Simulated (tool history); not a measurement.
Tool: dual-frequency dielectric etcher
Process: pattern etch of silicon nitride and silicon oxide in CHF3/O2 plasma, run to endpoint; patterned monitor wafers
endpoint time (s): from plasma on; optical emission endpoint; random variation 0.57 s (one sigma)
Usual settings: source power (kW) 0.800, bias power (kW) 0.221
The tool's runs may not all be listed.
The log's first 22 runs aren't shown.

run,day,source power (kW),bias power (kW),"incoming incoming film thickness, nm",endpoint time (s)
# day 49.696: upper electrode replaced
23,56.675,0.960,0.221,304.9,159.1
# day 59.100: wet clean of the chamber
24,59.121,0.900,0.221,309.2,159.1
25,60.717,0.740,0.247,307.3,165.5
26,62.988,0.610,0.205,307.9,203.0
27,64.854,0.800,0.269,307.1,153.2
28,66.054,0.800,0.261,307.7,155.8
29,67.529,0.850,0.221,307.1,165.3
30,69.642,0.800,0.241,307.0,163.4
31,70.771,0.800,0.248,308.7,161.9
32,73.717,0.870,0.182,305.8,182.9
33,75.246,0.920,0.247,308.6,153.0
34,77.133,0.960,0.221,308.8,160.2

5 ways to go on from here, each from the tool as it stands after run 34. What would each give?
A,77.154,0.800,0.259,307.1,?
B,77.154,0.640,0.221,307.1,?
C,77.154,0.800,0.193,307.1,?
D,77.154,0.610,0.204,307.1,?
E,77.154,0.800,0.263,307.1,?

run,endpoint time (s)
A,160.0
B,195.0
C,187.2
D,209.2
E,158.8
Without the tool's hidden state the same runs would have given:
run,endpoint time (s)
A,153.6
B,187.2
C,179.7
D,200.8
E,152.4

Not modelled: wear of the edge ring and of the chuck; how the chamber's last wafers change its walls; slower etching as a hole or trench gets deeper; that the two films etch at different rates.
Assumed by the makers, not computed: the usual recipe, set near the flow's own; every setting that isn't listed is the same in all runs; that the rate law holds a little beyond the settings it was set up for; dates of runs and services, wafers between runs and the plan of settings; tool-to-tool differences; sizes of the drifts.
